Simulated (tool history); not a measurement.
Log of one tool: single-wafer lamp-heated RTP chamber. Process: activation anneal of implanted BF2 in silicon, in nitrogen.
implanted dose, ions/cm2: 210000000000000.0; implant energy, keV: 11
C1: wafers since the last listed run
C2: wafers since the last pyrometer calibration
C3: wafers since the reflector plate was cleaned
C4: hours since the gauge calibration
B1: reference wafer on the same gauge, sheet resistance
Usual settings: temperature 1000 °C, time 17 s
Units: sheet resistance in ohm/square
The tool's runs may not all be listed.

run 1 hour=0 | temperature=1000 time=17 | C1=0 C2=1045 C3=9710 C4=146.4 | B1=676.05 | sheet_resistance=625.66
run 2 hour=16.4 | temperature=1000 time=17 | C1=159 C2=1204 C3=9870 C4=162.8 | B1=676.53 | sheet_resistance=624.67
run 3 hour=33.3 | temperature=1000 time=17 | C1=164 C2=1368 C3=10034 C4=179.7 | B1=676.06 | sheet_resistance=624.12
run 4 hour=45.5 | temperature=1000 time=11 | C1=118 C2=1487 C3=10152 C4=191.9 | B1=675.77 | sheet_resistance=629.77
run 5 hour=51.6 | temperature=988 time=17 | C1=59 C2=1546 C3=10212 C4=198 | B1=675.84 | sheet_resistance=631.02
run 6 hour=62.4 | temperature=988 time=17 | C1=104 C2=1651 C3=10317 C4=208.8 | B1=675.92 | sheet_resistance=630.83
run 7 hour=69.4 | temperature=985 time=17 | C1=68 C2=1719 C3=10385 C4=215.8 | B1=676.09 | sheet_resistance=632.44
run 8 hour=80.8 | temperature=985 time=17 | C1=110 C2=1830 C3=10495 C4=227.2 | B1=676.2 | sheet_resistance=631.26
run 9 hour=93.7 | temperature=1000 time=17 | C1=125 C2=1956 C3=10621 C4=240.1 | B1=676.2 | sheet_resistance=623.15
run 10 hour=101.4 | temperature=1000 time=17 | C1=74 C2=2030 C3=10696 C4=247.8 | B1=675.97 | sheet_resistance=621.7
run 11 hour=109.3 | temperature=1015 time=17 | C1=76 C2=2107 C3=10772 C4=255.7 | B1=676.35 | sheet_resistance=618.05
run 12 hour=118.1 | temperature=1015 time=17 | C1=85 C2=2193 C3=10858 C4=264.5 | B1=676.33 | sheet_resistance=616.72
run 13 hour=134.3 | temperature=1015 time=17 | C1=157 C2=2350 C3=11015 C4=280.7 | B1=675.56 | sheet_resistance=616.93
run 14 hour=142 | temperature=1000 time=17 | C1=74 C2=2425 C3=11090 C4=288.4 | B1=676.09 | sheet_resistance=624.55
run 15 hour=150.6 | temperature=1000 time=17 | C1=83 C2=2509 C3=11174 C4=297 | B1=676.23 | sheet_resistance=623.27
run 16 hour=160.6 | temperature=1009 time=7 | C1=97 C2=2606 C3=11271 C4=307 | B1=675.68 | sheet_resistance=630.25
-- hour=172 gauge calibrated
run 17 hour=175.7 | temperature=1028 time=17 | C1=146 C2=2752 C3=11418 C4=3.7 | B1=676 | sheet_resistance=612.66
run 18 hour=188.2 | temperature=1010 time=25 | C1=121 C2=2874 C3=11539 C4=16.2 | B1=675.58 | sheet_resistance=610.84
-- hour=204.8 reflector plate cleaned
run 19 hour=205.3 | temperature=988 time=17 | C1=88 C2=2962 C3=5 C4=33.3 | B1=676.13 | sheet_resistance=627.28
-- hour=222.2 pyrometer window cleaned and pyrometer calibrated
run 20 hour=222.7 | temperature=992 time=8 | C1=91 C2=4 C3=96 C4=50.7 | B1=676.07 | sheet_resistance=638.9
run 21 hour=231.9 | temperature=971 time=27 | C1=89 C2=94 C3=185 C4=59.9 | B1=675.96 | sheet_resistance=641.62
run 22 hour=240.5 | temperature=988 time=17 | C1=83 C2=177 C3=269 C4=68.5 | B1=676.64 | sheet_resistance=635.28
run 23 hour=246.6 | temperature=1016 time=26 | C1=59 C2=236 C3=328 C4=74.6 | B1=675.63 | sheet_resistance=609.72
run 24 hour=261.9 | temperature=1022 time=25 | C1=148 C2=385 C3=477 C4=89.9 | B1=676 | sheet_resistance=609.43
run 25 hour=269 | temperature=1027 time=24 | C1=69 C2=454 C3=546 C4=97 | B1=675.6 | sheet_resistance=609.62
run 26 hour=279.4 | temperature=1000 time=8 | C1=101 C2=555 C3=647 C4=107.4 | B1=675.52 | sheet_resistance=634.38
run 27 hour=294.1 | temperature=1000 time=11 | C1=142 C2=698 C3=790 C4=122.1 | B1=675.36 | sheet_resistance=631.59
run 28 hour=305.4 | temperature=1013 time=20 | C1=109 C2=808 C3=900 C4=133.4 | B1=676.06 | sheet_resistance=616.83
run 29 hour=311.8 | temperature=1009 time=14 | C1=62 C2=870 C3=962 C4=139.8 | B1=675.97 | sheet_resistance=624.62
run 30 hour=323.7 | temperature=1010 time=9 | C1=115 C2=986 C3=1078 C4=151.7 | B1=675.96 | sheet_resistance=628
run 31 hour=339.5 | temperature=1000 time=17 | C1=153 C2=1139 C3=1231 C4=167.5 | B1=676.14 | sheet_resistance=623.3

Measured less the same run without the tool's hidden state. The same run-to-run variation is in both; the gauge's scatter may not be:
The hidden state here: true wafer temperature minus pyrometer reading, K; wafer temperature error from the tarnished reflector plate, K; gauge reads high (%).
run=1 sheet_resistance=-3.77
run=2 sheet_resistance=-4.09
run=3 sheet_resistance=-4.38
run=4 sheet_resistance=-3.73
run=5 sheet_resistance=-5.18
run=6 sheet_resistance=-5.34
run=7 sheet_resistance=-5.6
run=8 sheet_resistance=-5.73
run=9 sheet_resistance=-5.12
run=10 sheet_resistance=-5.17
run=11 sheet_resistance=-4.19
run=12 sheet_resistance=-4.24
run=13 sheet_resistance=-4.33
run=14 sheet_resistance=-5.51
run=15 sheet_resistance=-5.55
run=16 sheet_resistance=-3.18
run=17 sheet_resistance=-3.72
run=18 sheet_resistance=-5.3
run=19 sheet_resistance=-6.5
run=20 sheet_resistance=-0.12
run=21 sheet_resistance=-1.19
run=22 sheet_resistance=-1.11
run=23 sheet_resistance=-1.08
run=24 sheet_resistance=-1.31
run=25 sheet_resistance=-1.33
run=26 sheet_resistance=-1.77
run=27 sheet_resistance=-2.43
run=28 sheet_resistance=-2.81
run=29 sheet_resistance=-2.84
run=30 sheet_resistance=-2.42
run=31 sheet_resistance=-4

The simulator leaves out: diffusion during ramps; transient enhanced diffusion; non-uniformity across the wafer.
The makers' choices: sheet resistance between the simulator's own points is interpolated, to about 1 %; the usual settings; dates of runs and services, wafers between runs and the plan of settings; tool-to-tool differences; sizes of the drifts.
